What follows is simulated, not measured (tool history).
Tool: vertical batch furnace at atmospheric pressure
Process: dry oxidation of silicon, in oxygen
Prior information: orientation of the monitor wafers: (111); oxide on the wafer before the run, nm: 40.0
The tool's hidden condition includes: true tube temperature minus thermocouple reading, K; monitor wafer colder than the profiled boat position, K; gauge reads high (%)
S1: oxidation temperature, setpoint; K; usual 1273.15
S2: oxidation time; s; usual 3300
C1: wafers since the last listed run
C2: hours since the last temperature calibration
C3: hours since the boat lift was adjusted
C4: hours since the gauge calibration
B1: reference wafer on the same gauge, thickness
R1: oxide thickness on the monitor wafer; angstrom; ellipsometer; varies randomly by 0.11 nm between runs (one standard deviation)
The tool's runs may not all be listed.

{"run": 1, "day": 0.0, "S1": 1273.15, "S2": 3300, "C1": 0, "C2": 2622.9, "C3": 3806.1, "C4": 153.2, "B1": 80.91, "R1": 764.8}
{"run": 2, "day": 1.025, "S1": 1273.15, "S2": 3300, "C1": 533, "C2": 2647.5, "C3": 3830.7, "C4": 177.8, "B1": 81, "R1": 762.3}
{"run": 3, "day": 2.354, "S1": 1273.15, "S2": 3300, "C1": 691, "C2": 2679.4, "C3": 3862.6, "C4": 209.7, "B1": 80.97, "R1": 763.3}
{"run": 4, "day": 3.188, "S1": 1273.15, "S2": 3300, "C1": 433, "C2": 2699.4, "C3": 3882.6, "C4": 229.7, "B1": 81.01, "R1": 765.4}
{"run": 5, "day": 4.312, "S1": 1273.15, "S2": 3300, "C1": 585, "C2": 2726.4, "C3": 3909.6, "C4": 256.7, "B1": 81.09, "R1": 764.5}
{"run": 6, "day": 5.283, "S1": 1273.15, "S2": 3300, "C1": 505, "C2": 2749.7, "C3": 3932.9, "C4": 280, "B1": 81.13, "R1": 765.4}
{"run": 7, "day": 6.017, "S1": 1291.15, "S2": 4440, "C1": 381, "C2": 2767.3, "C3": 3950.5, "C4": 297.6, "B1": 81.16, "R1": 959.4}
{"run": 8, "day": 6.9, "S1": 1291.15, "S2": 4440, "C1": 459, "C2": 2788.5, "C3": 3971.7, "C4": 318.8, "B1": 81.2, "R1": 962.9}
{"run": 9, "day": 7.538, "S1": 1273.15, "S2": 3300, "C1": 331, "C2": 2803.8, "C3": 3987, "C4": 334.1, "B1": 81.2, "R1": 765.6}
{"day": 8.567, "done": "thermocouples replaced and temperature profile calibrated"}
{"run": 10, "day": 8.862, "S1": 1289.15, "S2": 3300, "C1": 169, "C2": 7.1, "C3": 4018.8, "C4": 365.9, "B1": 81.27, "R1": 828.4}
{"run": 11, "day": 12.767, "S1": 1289.15, "S2": 3300, "C1": 2031, "C2": 100.8, "C3": 4112.5, "C4": 459.6, "B1": 81.51, "R1": 829.3}
{"run": 12, "day": 13.625, "S1": 1254.15, "S2": 4560, "C1": 446, "C2": 121.4, "C3": 4133.1, "C4": 480.2, "B1": 81.59, "R1": 813.3}
{"run": 13, "day": 14.192, "S1": 1290.15, "S2": 3300, "C1": 294, "C2": 135, "C3": 4146.7, "C4": 493.8, "B1": 81.53, "R1": 835.6}
{"run": 14, "day": 17.175, "S1": 1273.15, "S2": 3840, "C1": 1552, "C2": 206.6, "C3": 4218.3, "C4": 565.4, "B1": 81.67, "R1": 824.4}
{"run": 15, "day": 18.05, "S1": 1273.15, "S2": 3900, "C1": 455, "C2": 227.6, "C3": 4239.3, "C4": 586.4, "B1": 81.67, "R1": 832.5}
{"day": 19.504, "done": "boat lift adjusted"}
{"run": 16, "day": 19.525, "S1": 1273.15, "S2": 1830, "C1": 247, "C2": 263, "C3": 0.5, "C4": 621.8, "B1": 81.78, "R1": 612.9}
{"run": 17, "day": 19.692, "S1": 1288.15, "S2": 3720, "C1": 86, "C2": 267, "C3": 4.5, "C4": 625.8, "B1": 81.83, "R1": 878.2}
{"day": 19.758, "done": "gauge calibrated"}
{"run": 18, "day": 20.558, "S1": 1298.15, "S2": 2370, "C1": 451, "C2": 287.8, "C3": 25.3, "C4": 19.2, "B1": 80.61, "R1": 740.7}
{"run": 19, "day": 21.192, "S1": 1273.15, "S2": 3720, "C1": 329, "C2": 303, "C3": 40.5, "C4": 34.4, "B1": 80.66, "R1": 799.9}
{"run": 20, "day": 21.821, "S1": 1283.15, "S2": 3300, "C1": 327, "C2": 318.1, "C3": 55.6, "C4": 49.5, "B1": 80.69, "R1": 797.6}
{"run": 21, "day": 23.075, "S1": 1273.15, "S2": 3300, "C1": 652, "C2": 348.2, "C3": 85.7, "C4": 79.6, "B1": 80.78, "R1": 762.2}
{"run": 22, "day": 23.933, "S1": 1263.15, "S2": 2790, "C1": 446, "C2": 368.8, "C3": 106.3, "C4": 100.2, "B1": 80.76, "R1": 679.7}
{"run": 23, "day": 25.083, "S1": 1273.15, "S2": 3300, "C1": 598, "C2": 396.4, "C3": 133.9, "C4": 127.8, "B1": 80.79, "R1": 763.3}

Results per run with the tool's hidden condition removed, run-to-run variation unchanged:
run=1 R1=761.3
run=2 R1=758.4
run=3 R1=758.8
run=4 R1=760.5
run=5 R1=759.1
run=6 R1=759.5
run=7 R1=951.7
run=8 R1=954.6
run=9 R1=758.7
run=10 R1=820.3
run=11 R1=819.3
run=12 R1=803.1
run=13 R1=824.8
run=14 R1=812.3
run=15 R1=819.8
run=16 R1=603.1
run=17 R1=864
run=18 R1=739.9
run=19 R1=798.7
run=20 R1=796.1
run=21 R1=760.2
run=22 R1=677.5
run=23 R1=760.4
